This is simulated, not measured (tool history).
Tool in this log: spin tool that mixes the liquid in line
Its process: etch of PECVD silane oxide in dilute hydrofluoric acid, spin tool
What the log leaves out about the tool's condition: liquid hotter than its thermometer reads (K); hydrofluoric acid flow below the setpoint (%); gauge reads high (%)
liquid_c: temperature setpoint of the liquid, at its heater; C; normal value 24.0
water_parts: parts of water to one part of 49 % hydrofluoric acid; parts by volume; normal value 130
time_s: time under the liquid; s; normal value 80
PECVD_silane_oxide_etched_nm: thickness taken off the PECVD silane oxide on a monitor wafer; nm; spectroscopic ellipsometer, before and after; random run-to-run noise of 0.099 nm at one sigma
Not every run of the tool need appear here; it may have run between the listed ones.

run	hour	liquid_c	water_parts	time_s	wafers since the last listed run	hours since the thermometer was replaced	hours since the hydrofluoric acid flow meter was replaced	hours since the gauge calibration	read-back film thickness of the PECVD silane oxide reference wafer, read on the same gauge (nm)	PECVD_silane_oxide_etched_nm
1	0.0	24.0	130	80	0	2803.1	2245.4	232.4	140.01	14.39
2	25.6	24.0	130	80	282	2828.7	2271.0	258.0	140.02	14.22
3	55.2	24.0	130	80	326	2858.3	2300.6	287.6	140.01	14.35
4	88.6	24.0	130	80	368	2891.7	2334.0	321.0	139.98	14.39
5	106.7	24.0	130	80	199	2909.8	2352.1	339.1	139.99	14.35
6	185.3	24.0	130	80	866	2988.4	2430.7	417.7	139.99	14.30
7	210.0	24.0	130	80	272	3013.1	2455.4	442.4	140.01	14.23
8	234.6	24.0	145	55	271	3037.7	2480.0	467.0	140.00	8.60
# hour 245.3: gauge calibrated
9	249.3	22.0	150	80	162	3052.4	2494.7	4.0	139.99	11.03
# hour 257.4: thermometer replaced
10	279.6	24.0	130	125	323	22.2	2525.0	34.3	140.00	22.27
11	301.5	24.0	130	100	241	44.1	2546.9	56.2	140.00	17.62
# hour 325.7: hydrofluoric acid flow meter replaced
12	335.0	24.0	130	80	358	77.6	9.3	89.7	139.99	16.44
13	350.2	24.0	130	80	167	92.8	24.5	104.9	140.00	16.41
14	381.8	24.0	70	110	348	124.4	56.1	136.5	140.00	45.41
15	476.8	24.0	65	125	1047	219.4	151.1	231.5	139.99	55.27
16	496.8	24.0	165	65	220	239.4	171.1	251.5	140.02	10.00
17	514.0	24.0	130	80	189	256.6	188.3	268.7	140.00	16.20
18	548.4	28.0	170	40	379	291.0	222.7	303.1	140.00	6.86

Each run again, without the hidden state but with its own random variation kept:
run	PECVD_silane_oxide_etched_nm
1	16.80
2	16.62
3	16.81
4	16.89
5	16.87
6	16.90
7	16.84
8	10.22
9	13.12
10	26.49
11	20.99
12	16.77
13	16.76
14	46.39
15	56.75
16	10.31
17	16.70
18	7.10
